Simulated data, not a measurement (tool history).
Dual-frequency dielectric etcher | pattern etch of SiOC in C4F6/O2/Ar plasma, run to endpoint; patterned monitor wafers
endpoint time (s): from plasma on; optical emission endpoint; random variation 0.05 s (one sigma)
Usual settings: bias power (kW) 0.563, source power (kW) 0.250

| run | hour | bias power (kW) | source power (kW) | wafers since the last listed run | hours since the last wet clean | hours since the last bias power generator calibration | hours since the last source power generator calibration | hours since the last upper electrode change | incoming incoming film thickness, nm | endpoint time (s) |
|---|---|---|---|---|---|---|---|---|---|---|
| 1 | 0.0 | 0.494 | 0.230 | 0 | 533.3 | 2910.0 | 5201.2 | 2932.3 | 45.76 | 17.3 |
|  | 13.1 | source power generator calibrated |
|  | 33.9 | wet clean of the chamber |
| 2 | 34.4 | 0.494 | 0.230 | 140 | 0.5 | 2944.4 | 21.3 | 2966.7 | 46.06 | 17.7 |
| 3 | 34.7 | 0.494 | 0.230 | 4 | 0.8 | 2944.7 | 21.6 | 2967.0 | 46.07 | 17.7 |
| 4 | 39.2 | 0.563 | 0.250 | 66 | 5.3 | 2949.2 | 26.1 | 2971.5 | 45.45 | 16.5 |
| 5 | 50.8 | 0.563 | 0.250 | 170 | 16.9 | 2960.8 | 37.7 | 2983.1 | 45.94 | 16.6 |
| 6 | 61.1 | 0.563 | 0.250 | 151 | 27.2 | 2971.1 | 48.0 | 2993.4 | 45.60 | 16.6 |
| 7 | 78.4 | 0.456 | 0.250 | 254 | 44.5 | 2988.4 | 65.3 | 3010.7 | 46.07 | 17.6 |
| 8 | 96.0 | 0.563 | 0.250 | 258 | 62.1 | 3006.0 | 82.9 | 3028.3 | 45.71 | 16.6 |
| 9 | 107.9 | 0.563 | 0.250 | 174 | 74.0 | 3017.9 | 94.8 | 3040.2 | 45.38 | 16.5 |
| 10 | 125.5 | 0.563 | 0.250 | 258 | 91.6 | 3035.5 | 112.4 | 3057.8 | 45.89 | 16.6 |
| 11 | 136.2 | 0.563 | 0.250 | 157 | 102.3 | 3046.2 | 123.1 | 3068.5 | 45.45 | 16.5 |
|  | 155.7 | bias power generator calibrated |
|  | 200.6 | upper electrode replaced |
| 12 | 201.1 | 0.477 | 0.270 | 542 | 167.2 | 45.4 | 188.0 | 0.5 | 45.67 | 16.9 |
| 13 | 201.4 | 0.656 | 0.270 | 4 | 167.5 | 45.7 | 188.3 | 0.8 | 45.41 | 15.3 |
| 14 | 208.5 | 0.563 | 0.250 | 104 | 174.6 | 52.8 | 195.4 | 7.9 | 45.84 | 16.6 |
| 15 | 215.3 | 0.626 | 0.250 | 99 | 181.4 | 59.6 | 202.2 | 14.7 | 45.47 | 16.0 |
| 16 | 227.6 | 0.563 | 0.250 | 180 | 193.7 | 71.9 | 214.5 | 27.0 | 45.45 | 16.4 |
| 17 | 235.3 | 0.563 | 0.250 | 113 | 201.4 | 79.6 | 222.2 | 34.7 | 45.73 | 16.5 |
| 18 | 252.1 | 0.497 | 0.210 | 246 | 218.2 | 96.4 | 239.0 | 51.5 | 46.03 | 18.1 |
| 19 | 259.2 | 0.484 | 0.290 | 104 | 225.3 | 103.5 | 246.1 | 58.6 | 45.97 | 16.4 |
| 20 | 272.8 | 0.563 | 0.250 | 199 | 238.9 | 117.1 | 259.7 | 72.2 | 45.81 | 16.6 |
| 21 | 285.1 | 0.506 | 0.200 | 180 | 251.2 | 129.4 | 272.0 | 84.5 | 45.40 | 18.1 |
| 22 | 294.5 | 0.563 | 0.250 | 138 | 260.6 | 138.8 | 281.4 | 93.9 | 45.16 | 16.2 |
| 23 | 312.4 | 0.617 | 0.230 | 263 | 278.5 | 156.7 | 299.3 | 111.8 | 45.34 | 16.4 |
| 24 | 327.0 | 0.563 | 0.250 | 214 | 293.1 | 171.3 | 313.9 | 126.4 | 45.77 | 16.5 |
| 25 | 341.9 | 0.563 | 0.250 | 219 | 308.0 | 186.2 | 328.8 | 141.3 | 46.07 | 16.7 |
| 26 | 357.4 | 0.563 | 0.270 | 227 | 323.5 | 201.7 | 344.3 | 156.8 | 45.18 | 15.9 |
| 27 | 364.7 | 0.563 | 0.310 | 107 | 330.8 | 209.0 | 351.6 | 164.1 | 45.55 | 15.2 |
| 28 | 380.7 | 0.563 | 0.250 | 235 | 346.8 | 225.0 | 367.6 | 180.1 | 45.69 | 16.4 |
| 29 | 392.0 | 0.563 | 0.250 | 166 | 358.1 | 236.3 | 378.9 | 191.4 | 45.73 | 16.5 |
| 30 | 409.6 | 0.563 | 0.290 | 258 | 375.7 | 253.9 | 396.5 | 209.0 | 45.70 | 15.6 |
| 31 | 422.3 | 0.563 | 0.250 | 186 | 388.4 | 266.6 | 409.2 | 221.7 | 46.19 | 16.6 |
| 32 | 432.8 | 0.668 | 0.300 | 154 | 398.9 | 277.1 | 419.7 | 232.2 | 45.94 | 14.8 |
| 33 | 442.3 | 0.704 | 0.250 | 139 | 408.4 | 286.6 | 429.2 | 241.7 | 45.72 | 15.4 |
| 34 | 458.3 | 0.600 | 0.220 | 235 | 424.4 | 302.6 | 445.2 | 257.7 | 45.70 | 16.7 |
| 35 | 468.6 | 0.508 | 0.200 | 151 | 434.7 | 312.9 | 455.5 | 268.0 | 45.57 | 18.1 |

Forecast each of these 4 alternatives for the next run:
| A | 469.0 | 0.563 | 0.250 | 5 | 435.1 | 313.3 | 455.9 | 268.4 | 46.18 | ? |
| B | 469.0 | 0.609 | 0.300 | 5 | 435.1 | 313.3 | 455.9 | 268.4 | 46.18 | ? |
| C | 469.0 | 0.563 | 0.220 | 5 | 435.1 | 313.3 | 455.9 | 268.4 | 46.18 | ? |
| D | 469.0 | 0.650 | 0.280 | 5 | 435.1 | 313.3 | 455.9 | 268.4 | 46.18 | ? |

| run | endpoint time (s) |
|---|---|
| A | 16.6 |
| B | 15.3 |
| C | 17.3 |
| D | 15.3 |
Without the tool's hidden state the same runs would have given:
| run | endpoint time (s) |
|---|---|
| A | 16.8 |
| B | 15.5 |
| C | 17.5 |
| D | 15.5 |

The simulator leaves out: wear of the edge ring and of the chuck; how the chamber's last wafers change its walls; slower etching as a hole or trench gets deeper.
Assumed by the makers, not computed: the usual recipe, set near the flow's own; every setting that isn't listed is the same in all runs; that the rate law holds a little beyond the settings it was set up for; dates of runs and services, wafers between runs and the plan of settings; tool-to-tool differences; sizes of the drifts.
